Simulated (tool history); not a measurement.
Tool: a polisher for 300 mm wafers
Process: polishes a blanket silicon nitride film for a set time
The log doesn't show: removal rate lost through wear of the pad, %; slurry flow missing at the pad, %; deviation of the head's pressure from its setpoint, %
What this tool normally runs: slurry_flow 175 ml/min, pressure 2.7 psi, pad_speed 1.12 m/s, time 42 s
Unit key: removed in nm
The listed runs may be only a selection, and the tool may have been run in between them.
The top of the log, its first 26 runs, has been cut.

| run | hour | slurry_flow | pressure | pad_speed | time | wafers since the last listed run | wafers polished on this pad | hours since the slurry nozzle was cleaned | hours since the head pressure was calibrated | incoming thickness of the incoming film, nm | removed |
|---|---|---|---|---|---|---|---|---|---|---|---|
|  | 1752.2 | worn pad replaced by a new one |
| 27 | 1780.6 | 175 | 3.5 | 1.12 | 42 | 872 | 260 | 124.8 | 495.6 | 517.7 | 67.2 |
| 28 | 1859.5 | 190 | 2.7 | 1.12 | 54 | 724 | 985 | 203.7 | 574.5 | 518.6 | 66.4 |
| 29 | 1925.8 | 120 | 1.8 | 1.38 | 57 | 609 | 1595 | 270 | 640.8 | 524.4 | 50.2 |
| 30 | 2028.1 | 230 | 2.7 | 1.3 | 48 | 940 | 2535 | 372.3 | 743.1 | 523.3 | 67 |
|  | 2098.3 | slurry nozzle cleaned |
| 31 | 2121 | 130 | 2.7 | 0.9 | 42 | 844 | 3379 | 22.7 | 836 | 518.2 | 42.2 |
|  | 2151.6 | head pressure recalibrated |
| 32 | 2169.3 | 175 | 2.7 | 1.12 | 42 | 425 | 3805 | 71 | 17.7 | 520.4 | 51.1 |
|  | 2200.1 | worn pad replaced by a new one |
| 33 | 2256.3 | 175 | 2.7 | 1.12 | 42 | 762 | 516 | 158 | 104.7 | 513.7 | 50.6 |
| 34 | 2301.4 | 175 | 2.7 | 1.12 | 42 | 414 | 930 | 203.1 | 149.8 | 512.5 | 50.7 |
| 35 | 2408.6 | 175 | 2.7 | 1.12 | 42 | 985 | 1915 | 310.3 | 257 | 523.3 | 51 |
| 36 | 2487.7 | 175 | 2.7 | 1.12 | 42 | 726 | 2642 | 389.4 | 336.1 | 523.9 | 50.4 |
|  | 2551.4 | slurry nozzle cleaned |
| 37 | 2551.9 | 225 | 2.7 | 1.12 | 42 | 580 | 3223 | 0.5 | 400.3 | 521.5 | 52.9 |

Branching from run 37: 3 alternative next runs. What would each branch give?
| A | 2552.3 | 175 | 2.7 | 1.12 | 42 | 3 | 3226 | 0.9 | 400.7 | 526.4 | ? |
| B | 2552.3 | 175 | 3.6 | 1.12 | 52 | 3 | 3226 | 0.9 | 400.7 | 526.4 | ? |
| C | 2552.3 | 195 | 2.7 | 1.12 | 35 | 3 | 3226 | 0.9 | 400.7 | 526.4 | ? |

| run | removed |
|---|---|
| A | 51.7 |
| B | 85.4 |
| C | 43.6 |
Without the tool's hidden state the same runs would have given:
| run | removed |
|---|---|
| A | 51.8 |
| B | 85.6 |
| C | 43.8 |

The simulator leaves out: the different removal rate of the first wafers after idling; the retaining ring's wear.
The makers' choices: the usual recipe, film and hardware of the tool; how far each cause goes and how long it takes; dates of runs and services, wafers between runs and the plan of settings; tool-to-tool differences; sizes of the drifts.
